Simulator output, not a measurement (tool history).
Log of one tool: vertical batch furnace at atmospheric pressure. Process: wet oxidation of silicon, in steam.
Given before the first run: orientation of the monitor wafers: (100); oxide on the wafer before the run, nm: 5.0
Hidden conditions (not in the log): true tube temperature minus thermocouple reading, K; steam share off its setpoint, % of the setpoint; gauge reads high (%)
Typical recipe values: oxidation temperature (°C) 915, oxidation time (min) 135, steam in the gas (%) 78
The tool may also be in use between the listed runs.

run,day,oxidation temperature (°C),oxidation time (min),steam in the gas (%),wafers since the last listed run,hours since the last temperature calibration,hours since the steam generator was serviced,hours since the gauge calibration,"read-back reference wafer on the same gauge, thickness",oxide thickness on the monitor wafer (angstrom)
1,0,915,135,78,0,1398.5,222.8,595.3,260.05,3093.7
2,4.042,915,135,78,1034,1495.5,319.8,692.3,260.05,3103.5
3,10.808,915,135,78,1732,1657.9,482.2,854.7,260.08,3087.3
4,12.396,915,135,78,406,1696,520.3,892.8,260.1,3085.8
5,14.162,915,135,78,452,1738.4,562.7,935.2,260.03,3087.2
6,17.417,934,135,78,833,1816.5,640.8,1013.3,259.92,3700.7
7,18.929,934,135,78,387,1852.8,677.1,1049.6,259.92,3705.4
8,21.896,915,135,78,759,1924,748.3,1120.8,260.04,3083
9,25.442,915,135,78,907,2009.1,833.4,1205.9,260,3090
10,28.667,915,135,85,825,2086.5,910.8,1283.3,259.86,3311.4
11,32.704,915,135,85,1033,2183.4,1007.7,1380.2,260.01,3316.9
12,37.2,915,135,85,1151,2291.3,1115.6,1488.1,259.96,3300.2
# day 40.504: gauge calibrated
13,40.696,915,135,73,895,2375.2,1199.5,4.6,259.97,2931.1
14,43.796,915,135,73,793,2449.6,1273.9,79,260.16,2929.2
15,46.058,915,135,73,579,2503.9,1328.2,133.3,259.89,2929.1
# day 50.108: thermocouples replaced and temperature profile calibrated
16,50.129,925,135,78,786,0.5,1425.9,231,260.04,3377.3
17,51.208,925,135,78,276,26.4,1451.8,256.9,259.86,3367.1
18,54.388,915,135,73,813,102.7,1528.1,333.2,259.98,2904.1
19,58.204,897,135,78,977,194.3,1619.7,424.8,259.91,2477.1
20,62.525,893,175.5,67,1106,298,1723.4,528.5,260.01,2582.5
21,65.958,931,135,66,879,380.4,1805.8,610.9,259.92,3149.7
22,69.6,915,86,78,932,467.8,1893.2,698.3,259.95,2115.2
23,73.304,925,135,78,948,556.7,1982.1,787.2,260.19,3375.2
24,77.112,900,202.5,70,975,648.1,2073.5,878.6,259.97,3275.5
25,79.933,894,117.5,78,722,715.8,2141.2,946.3,259.96,2121.4
# day 82.629: steam generator serviced
26,84.375,930,77.5,66,881,822.4,41.9,1052.9,260.03,2002.4
27,88.133,922,98,72,962,912.6,132.1,1143.1,260.07,2400.4
28,90.054,936,85.5,78,491,958.7,178.2,1189.2,260.07,2635.2
29,92.646,935,198.5,78,663,1020.9,240.4,1251.4,260.07,4948.8
30,94.292,926,135,75,421,1060.4,279.9,1290.9,259.89,3328.3
31,98.783,892,197.5,73,1150,1168.2,387.7,1398.7,259.84,3036.7
32,102.425,915,109.5,78,932,1255.6,475.1,1486.1,260.02,2600.5
33,106.2,891,135,69,966,1346.2,565.7,1576.7,260.11,2076.2
# day 106.671: gauge calibrated
34,108.488,915,135,78,585,1401.1,620.6,43.6,259.97,3068.2

Across each entry between runs, compare the hidden state at the last listed run before it with the hidden state at the first listed run after it:
Between runs 12 and 13: gauge calibrated (day 40.504)
  true tube temperature minus thermocouple reading, K: 0.797 -> 0.853; steam share off its setpoint, % of the setpoint: -1.47 -> -1.51
  the result without the hidden state subtracted from the measured one, oxide thickness on the monitor wafer (angstrom): -12.3 -> -10
Between runs 15 and 16: thermocouples replaced and temperature profile calibrated (day 50.108)
  true tube temperature minus thermocouple reading, K: 0.944 -> 0.0418; steam share off its setpoint, % of the setpoint: -1.57 -> -1.6
  the result without the hidden state subtracted from the measured one, oxide thickness on the monitor wafer (angstrom): -8.6 -> -41.4
Between runs 25 and 26: steam generator serviced (day 82.629)
  true tube temperature minus thermocouple reading, K: 0.116 -> 0.139; steam share off its setpoint, % of the setpoint: -1.77 -> -0.421
  the result without the hidden state subtracted from the measured one, oxide thickness on the monitor wafer (angstrom): -29.2 -> -4.1
Between runs 33 and 34: gauge calibrated (day 106.671)
  true tube temperature minus thermocouple reading, K: 0.303 -> 0.325; steam share off its setpoint, % of the setpoint: -1.26 -> -1.32
  the result without the hidden state subtracted from the measured one, oxide thickness on the monitor wafer (angstrom): -13.9 -> -22.4

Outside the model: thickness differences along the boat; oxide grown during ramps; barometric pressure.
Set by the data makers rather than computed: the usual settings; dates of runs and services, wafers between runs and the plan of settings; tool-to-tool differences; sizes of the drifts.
